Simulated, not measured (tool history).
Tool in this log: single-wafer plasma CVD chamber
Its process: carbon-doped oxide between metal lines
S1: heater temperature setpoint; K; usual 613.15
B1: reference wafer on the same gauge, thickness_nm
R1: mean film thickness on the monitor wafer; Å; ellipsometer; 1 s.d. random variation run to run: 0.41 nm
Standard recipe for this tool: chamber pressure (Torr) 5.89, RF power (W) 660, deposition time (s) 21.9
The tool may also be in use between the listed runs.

run 1 day=0.000 | S1=613.15 chamber_pressure_(Torr)=6.71 RF_power_(W)=660 deposition_time_(s)=21.9 | B1=139.079 | R1=1365.55
run 2 day=3.088 | S1=613.15 chamber_pressure_(Torr)=6.71 RF_power_(W)=660 deposition_time_(s)=21.9 | B1=139.063 | R1=1354.06
run 3 day=5.971 | S1=613.15 chamber_pressure_(Torr)=5.89 RF_power_(W)=660 deposition_time_(s)=21.9 | B1=138.890 | R1=1334.40
run 4 day=8.983 | S1=613.15 chamber_pressure_(Torr)=5.89 RF_power_(W)=660 deposition_time_(s)=21.9 | B1=138.986 | R1=1337.58
run 5 day=11.483 | S1=613.15 chamber_pressure_(Torr)=5.89 RF_power_(W)=660 deposition_time_(s)=21.9 | B1=138.985 | R1=1334.76
run 6 day=13.254 | S1=613.15 chamber_pressure_(Torr)=5.89 RF_power_(W)=660 deposition_time_(s)=21.9 | B1=138.902 | R1=1328.31
run 7 day=16.958 | S1=613.15 chamber_pressure_(Torr)=5.89 RF_power_(W)=660 deposition_time_(s)=21.9 | B1=139.090 | R1=1333.27
-- day=18.708 showerhead replaced
-- day=20.012 capacitance manometer re-zeroed and calibrated
run 8 day=20.033 | S1=613.15 chamber_pressure_(Torr)=5.89 RF_power_(W)=660 deposition_time_(s)=21.9 | B1=139.016 | R1=1328.92
-- day=21.300 gauge calibrated
run 9 day=24.292 | S1=613.15 chamber_pressure_(Torr)=5.89 RF_power_(W)=660 deposition_time_(s)=21.9 | B1=138.828 | R1=1328.46
-- day=27.604 thermocouple changed; heater temperature recalibrated
-- day=28.104 RF generator calibrated
run 10 day=28.125 | S1=613.15 chamber_pressure_(Torr)=5.89 RF_power_(W)=660 deposition_time_(s)=21.9 | B1=138.886 | R1=1311.54
run 11 day=31.612 | S1=617.15 chamber_pressure_(Torr)=4.53 RF_power_(W)=660 deposition_time_(s)=21.9 | B1=138.975 | R1=1258.85
run 12 day=35.492 | S1=613.15 chamber_pressure_(Torr)=6.75 RF_power_(W)=660 deposition_time_(s)=17.6 | B1=138.893 | R1=1071.98
-- day=37.100 RF generator calibrated, repeated, since the last time left the tool worse
run 13 day=39.383 | S1=613.15 chamber_pressure_(Torr)=5.31 RF_power_(W)=715 deposition_time_(s)=21.9 | B1=138.969 | R1=1410.89
run 14 day=41.171 | S1=606.15 chamber_pressure_(Torr)=5.89 RF_power_(W)=770 deposition_time_(s)=21.9 | B1=139.012 | R1=1542.67
run 15 day=44.767 | S1=620.15 chamber_pressure_(Torr)=5.89 RF_power_(W)=660 deposition_time_(s)=21.9 | B1=139.073 | R1=1322.38

Here are 5 independent what-if runs from the current tool condition. What would each one return?
run A day=44.783 | S1=613.15 chamber_pressure_(Torr)=5.89 RF_power_(W)=660 deposition_time_(s)=21.9 | B1=? | R1=?
run B day=44.783 | S1=613.15 chamber_pressure_(Torr)=6.76 RF_power_(W)=660 deposition_time_(s)=18.9 | B1=? | R1=?
run C day=44.783 | S1=621.15 chamber_pressure_(Torr)=5.89 RF_power_(W)=735 deposition_time_(s)=21.9 | B1=? | R1=?
run D day=44.783 | S1=607.15 chamber_pressure_(Torr)=5.06 RF_power_(W)=790 deposition_time_(s)=24.1 | B1=? | R1=?
run E day=44.783 | S1=606.15 chamber_pressure_(Torr)=5.89 RF_power_(W)=620 deposition_time_(s)=18.7 | B1=? | R1=?

run=A B1=138.957 R1=1337.39
run=B B1=138.957 R1=1170.24
run=C B1=138.957 R1=1426.27
run=D B1=138.957 R1=1695.20
run=E B1=138.957 R1=1109.16
Take away the tool's hidden state, keep each run's random variation, and the runs would have read:
run=A R1=1341.62
run=B R1=1173.94
run=C R1=1430.79
run=D R1=1700.36
run=E R1=1112.74

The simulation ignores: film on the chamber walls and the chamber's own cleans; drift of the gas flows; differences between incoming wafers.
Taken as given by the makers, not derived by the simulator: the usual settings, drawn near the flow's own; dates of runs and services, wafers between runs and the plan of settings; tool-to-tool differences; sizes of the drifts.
